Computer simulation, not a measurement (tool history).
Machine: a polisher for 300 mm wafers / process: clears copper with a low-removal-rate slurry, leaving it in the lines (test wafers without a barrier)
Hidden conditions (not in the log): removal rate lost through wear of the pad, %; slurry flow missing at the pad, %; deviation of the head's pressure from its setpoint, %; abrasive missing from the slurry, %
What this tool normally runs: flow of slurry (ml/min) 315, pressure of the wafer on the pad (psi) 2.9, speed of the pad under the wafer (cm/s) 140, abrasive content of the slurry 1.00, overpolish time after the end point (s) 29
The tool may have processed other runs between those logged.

| run | hour | flow of slurry (ml/min) | pressure of the wafer on the pad (psi) | speed of the pad under the wafer (cm/s) | abrasive content of the slurry | overpolish time after the end point (s) | wafers since the last listed run | wafers polished on this pad | hours since the slurry nozzle was cleaned | hours since the head pressure was calibrated | hours since the slurry blender was calibrated | incoming thickness of the incoming film, nm | time until the end point was called (s) | dishing of a wide line in a test structure (nm) |
|---|---|---|---|---|---|---|---|---|---|---|---|---|---|---|
| 1 | 0.0 | 315 | 2.9 | 112 | 1.00 | 29 | 0 | 71 | 175.3 | 174.1 | 111.2 | 613.2 | 177.8 | 52.5 |
| 2 | 92.8 | 350 | 2.9 | 140 | 1.00 | 22 | 707 | 778 | 268.1 | 266.9 | 204.0 | 620.2 | 148.7 | 50.9 |
| 3 | 133.8 | 315 | 2.9 | 140 | 1.00 | 29 | 312 | 1091 | 309.1 | 307.9 | 245.0 | 602.8 | 146.8 | 59.9 |
| 4 | 232.0 | 315 | 2.9 | 140 | 1.00 | 38 | 748 | 1839 | 407.3 | 406.1 | 343.2 | 611.6 | 154.6 | 70.2 |
|  | 243.2 | slurry nozzle cleaned |
|  | 250.5 | head pressure recalibrated |
| 5 | 301.5 | 315 | 3.4 | 140 | 1.00 | 29 | 506 | 2346 | 58.3 | 51.0 | 412.7 | 627.5 | 122.9 | 72.6 |
|  | 330.6 | worn pad replaced by a new one |
|  | 333.9 | slurry blender recalibrated |
| 6 | 376.6 | 370 | 2.9 | 140 | 1.00 | 29 | 526 | 335 | 133.4 | 126.1 | 42.7 | 607.9 | 138.6 | 62.5 |
| 7 | 412.8 | 370 | 2.9 | 140 | 1.00 | 29 | 275 | 611 | 169.6 | 162.3 | 78.9 | 620.8 | 151.7 | 63.8 |
| 8 | 464.0 | 370 | 2.9 | 140 | 1.00 | 29 | 390 | 1001 | 220.8 | 213.5 | 130.1 | 614.2 | 150.2 | 62.5 |
| 9 | 529.0 | 315 | 2.9 | 140 | 1.00 | 29 | 495 | 1497 | 285.8 | 278.5 | 195.1 | 625.0 | 153.8 | 62.9 |
| 10 | 579.5 | 315 | 2.9 | 140 | 1.00 | 29 | 384 | 1882 | 336.3 | 329.0 | 245.6 | 610.3 | 154.4 | 60.9 |
|  | 598.5 | head pressure recalibrated |
| 11 | 628.4 | 315 | 2.9 | 140 | 1.00 | 29 | 357 | 2239 | 385.2 | 29.9 | 294.5 | 612.9 | 136.4 | 63.5 |
|  | 644.8 | slurry nozzle cleaned |
|  | 717.6 | worn pad replaced by a new one |
| 12 | 718.1 | 315 | 2.9 | 140 | 1.10 | 41 | 645 | 3 | 73.3 | 119.6 | 384.2 | 614.8 | 142.7 | 78.4 |
|  | 777.6 | slurry blender recalibrated |
| 13 | 797.0 | 315 | 2.9 | 140 | 1.00 | 29 | 586 | 589 | 152.2 | 198.5 | 19.4 | 626.2 | 154.9 | 62.5 |
|  | 985.4 | head pressure recalibrated |
|  | 1057.8 | worn pad replaced by a new one |
|  | 1059.5 | slurry nozzle cleaned |
| 14 | 1116.7 | 225 | 3.7 | 182 | 1.00 | 37 | 2383 | 441 | 57.2 | 131.3 | 339.1 | 617.5 | 95.8 | 91.0 |
| 15 | 1168.1 | 350 | 2.9 | 114 | 0.90 | 29 | 391 | 833 | 108.6 | 182.7 | 390.5 | 614.1 | 187.7 | 52.3 |
|  | 1172.9 | slurry blender recalibrated |
|  | 1305.4 | head pressure recalibrated |
|  | 1435.3 | slurry nozzle cleaned |
|  | 1441.2 | worn pad replaced by a new one |
| 16 | 1484.0 | 315 | 2.5 | 98 | 1.00 | 29 | 2339 | 325 | 48.7 | 178.6 | 311.1 | 622.5 | 237.0 | 45.0 |
|  | 1515.7 | slurry blender recalibrated |
| 17 | 1578.3 | 315 | 2.9 | 140 | 1.00 | 29 | 703 | 1029 | 143.0 | 272.9 | 62.6 | 607.5 | 145.7 | 63.1 |
| 18 | 1678.9 | 315 | 2.9 | 140 | 1.00 | 29 | 766 | 1796 | 243.6 | 373.5 | 163.2 | 626.4 | 150.5 | 61.6 |
|  | 1695.9 | head pressure recalibrated |
|  | 1753.6 | slurry nozzle cleaned |
| 19 | 1764.9 | 415 | 3.7 | 140 | 0.70 | 29 | 632 | 2428 | 11.3 | 69.0 | 249.2 | 614.7 | 125.1 | 72.8 |
|  | 1786.9 | worn pad replaced by a new one |
| 20 | 1807.7 | 210 | 2.9 | 140 | 1.20 | 29 | 295 | 158 | 54.1 | 111.8 | 292.0 | 617.6 | 148.7 | 63.9 |
| 21 | 1867.9 | 350 | 3.9 | 140 | 1.00 | 29 | 458 | 617 | 114.3 | 172.0 | 352.2 | 614.2 | 111.3 | 77.3 |

For each run, the measured value with the value that run would have given without the tool's hidden condition subtracted. The run-to-run variation is shared by both, the gauge scatter possibly not:
| run | time until the end point was called (s) | dishing of a wide line in a test structure (nm) |
|---|---|---|
| 1 | +15.2 | -3.8 |
| 2 | +14.9 | -4.4 |
| 3 | +15.3 | -5.1 |
| 4 | +17.0 | -5.7 |
| 5 | +3.6 | -1.5 |
| 6 | +8.8 | -3.0 |
| 7 | +11.3 | -3.7 |
| 8 | +12.7 | -4.2 |
| 9 | +14.2 | -4.6 |
| 10 | +15.0 | -4.7 |
| 11 | +2.4 | -0.8 |
| 12 | +9.2 | -3.4 |
| 13 | +13.1 | -4.1 |
| 14 | +7.0 | -3.8 |
| 15 | +16.1 | -3.7 |
| 16 | +16.9 | -2.8 |
| 17 | +12.5 | -4.2 |
| 18 | +13.9 | -4.5 |
| 19 | +4.6 | -1.9 |
| 20 | +8.4 | -2.7 |
| 21 | +8.3 | -4.0 |

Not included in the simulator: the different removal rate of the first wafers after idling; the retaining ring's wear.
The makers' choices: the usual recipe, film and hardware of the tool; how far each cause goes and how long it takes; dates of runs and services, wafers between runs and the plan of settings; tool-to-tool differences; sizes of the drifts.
